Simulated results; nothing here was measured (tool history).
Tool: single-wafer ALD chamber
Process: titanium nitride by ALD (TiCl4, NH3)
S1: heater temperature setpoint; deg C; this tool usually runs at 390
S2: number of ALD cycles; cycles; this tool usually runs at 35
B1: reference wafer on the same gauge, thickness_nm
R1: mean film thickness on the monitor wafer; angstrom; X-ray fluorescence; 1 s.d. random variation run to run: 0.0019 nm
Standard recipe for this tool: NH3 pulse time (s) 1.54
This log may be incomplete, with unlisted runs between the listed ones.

Run 1, hour 0.0: usual settings; B1 0.688. Result: R1 7.58 angstrom.
Run 2, hour 63.6: usual settings; B1 0.689. Result: R1 7.57 angstrom.
Run 3, hour 112.5: usual settings; B1 0.690. Result: R1 7.57 angstrom.
Run 4, hour 155.9: usual settings; B1 0.689. Result: R1 7.55 angstrom.
Run 5, hour 213.3: usual settings; B1 0.689. Result: R1 7.56 angstrom.
Run 6, hour 277.0: usual settings but S1 381 deg C, NH3 pulse time (s) 1.36; B1 0.690. Result: R1 7.39 angstrom.
Run 7, hour 322.1: usual settings but S1 381 deg C, NH3 pulse time (s) 1.36; B1 0.690. Result: R1 7.45 angstrom.
Run 8, hour 359.7: usual settings but S1 381 deg C, NH3 pulse time (s) 1.36; B1 0.690. Result: R1 7.44 angstrom.
Run 9, hour 410.1: usual settings; B1 0.690. Result: R1 7.58 angstrom.
Run 10, hour 447.3: usual settings; B1 0.691. Result: R1 7.62 angstrom.
Run 11, hour 519.1: usual settings; B1 0.691. Result: R1 7.61 angstrom.
Run 12, hour 658.5: usual settings; B1 0.691. Result: R1 7.63 angstrom.
Run 13, hour 698.0: usual settings; B1 0.692. Result: R1 7.61 angstrom.
Run 14, hour 729.6: usual settings; B1 0.693. Result: R1 7.59 angstrom.
Run 15, hour 779.6: usual settings; B1 0.693. Result: R1 7.63 angstrom.
At hour 800.1: showerhead replaced.
Run 16, hour 807.5: usual settings; B1 0.693. Result: R1 7.61 angstrom.
Run 17, hour 861.1: usual settings but S2 32 cycles; B1 0.693. Result: R1 6.99 angstrom.
Run 18, hour 925.0: usual settings but S2 30 cycles, NH3 pulse time (s) 2.01; B1 0.693. Result: R1 6.68 angstrom.
Run 19, hour 984.7: usual settings but S1 379 deg C, S2 37 cycles, NH3 pulse time (s) 1.75; B1 0.694. Result: R1 8.09 angstrom.
Run 20, hour 1015.1: usual settings but S2 38 cycles, NH3 pulse time (s) 1.84; B1 0.695. Result: R1 8.39 angstrom.
Run 21, hour 1087.0: usual settings but S1 385 deg C, S2 37 cycles, NH3 pulse time (s) 1.09; B1 0.695. Result: R1 7.64 angstrom.
Run 22, hour 1117.3: usual settings; B1 0.694. Result: R1 7.66 angstrom.
Run 23, hour 1180.3: usual settings; B1 0.696. Result: R1 7.64 angstrom.
At hour 1261.8: gauge calibrated.
Run 24, hour 1292.3: usual settings but NH3 pulse time (s) 1.18; B1 0.687. Result: R1 7.35 angstrom.
Run 25, hour 1330.9: usual settings; B1 0.688. Result: R1 7.56 angstrom.
Run 26, hour 1389.3: usual settings but S1 403 deg C, NH3 pulse time (s) 1.73; B1 0.687. Result: R1 7.72 angstrom.
Run 27, hour 1421.2: usual settings; B1 0.687. Result: R1 7.52 angstrom.
Run 28, hour 1492.9: usual settings; B1 0.687. Result: R1 7.57 angstrom.
Run 29, hour 1540.1: usual settings but S2 28 cycles; B1 0.687. Result: R1 6.05 angstrom.
At hour 1574.9: thermocouple changed; heater temperature recalibrated.
Run 30, hour 1581.4: usual settings but S1 385 deg C, S2 29 cycles; B1 0.687. Result: R1 6.23 angstrom.
Run 31, hour 1607.0: usual settings; B1 0.687. Result: R1 7.56 angstrom.
Run 32, hour 1653.4: usual settings but S1 383 deg C; B1 0.687. Result: R1 7.49 angstrom.
Run 33, hour 1710.1: usual settings; B1 0.688. Result: R1 7.58 angstrom.
Run 34, hour 1778.9: usual settings; B1 0.688. Result: R1 7.56 angstrom.
Run 35, hour 1834.3: usual settings but S1 394 deg C, S2 41 cycles, NH3 pulse time (s) 1.38; B1 0.688. Result: R1 8.86 angstrom.
Run 36, hour 1896.1: usual settings; B1 0.688. Result: R1 7.58 angstrom.
Run 37, hour 2042.1: usual settings but S1 397 deg C, S2 29 cycles, NH3 pulse time (s) 1.82; B1 0.688. Result: R1 6.38 angstrom.
Run 38, hour 2113.3: usual settings; B1 0.688. Result: R1 7.54 angstrom.
Run 39, hour 2173.2: usual settings but S1 377 deg C, S2 33 cycles, NH3 pulse time (s) 2.01; B1 0.689. Result: R1 7.24 angstrom.
Run 40, hour 2245.1: usual settings but S1 405 deg C, S2 31 cycles, NH3 pulse time (s) 1.85; B1 0.689. Result: R1 6.86 angstrom.

Selected run-to-run steps in R1, each split into two signed amounts: the part the tool would show with no hidden state at all (from settings, incoming material and random variation), and the remainder, which goes to the hidden state together with any gauge scatter not common to the measured and the hidden-state-free results:
Hidden conditions of the tool in this case: wafer temperature above the value expected at the setpoint (K); gauge reads high (%).
Run 2 -> 3: nothing adjusted, nothing logged. R1 +0.00 angstrom: hidden state +0.01, all else -0.01.
Run 18 -> 19: S1 390 -> 379, S2 30 -> 37, NH3 pulse time (s) 2.01 -> 1.75. R1 +1.41 angstrom: hidden state +0.01, all else +1.40.
Run 22 -> 23: nothing adjusted, nothing logged. R1 -0.02 angstrom: hidden state +0.02, all else -0.04.
Run 23 -> 24: NH3 pulse time (s) 1.54 -> 1.18, gauge calibrated. R1 -0.29 angstrom: hidden state -0.10, all else -0.19.
Run 28 -> 29: S2 35 -> 28. R1 -1.52 angstrom: hidden state +0.01, all else -1.53.
Run 30 -> 31: S1 385 -> 390, S2 29 -> 35. R1 +1.33 angstrom: hidden state +0.00, all else +1.33.
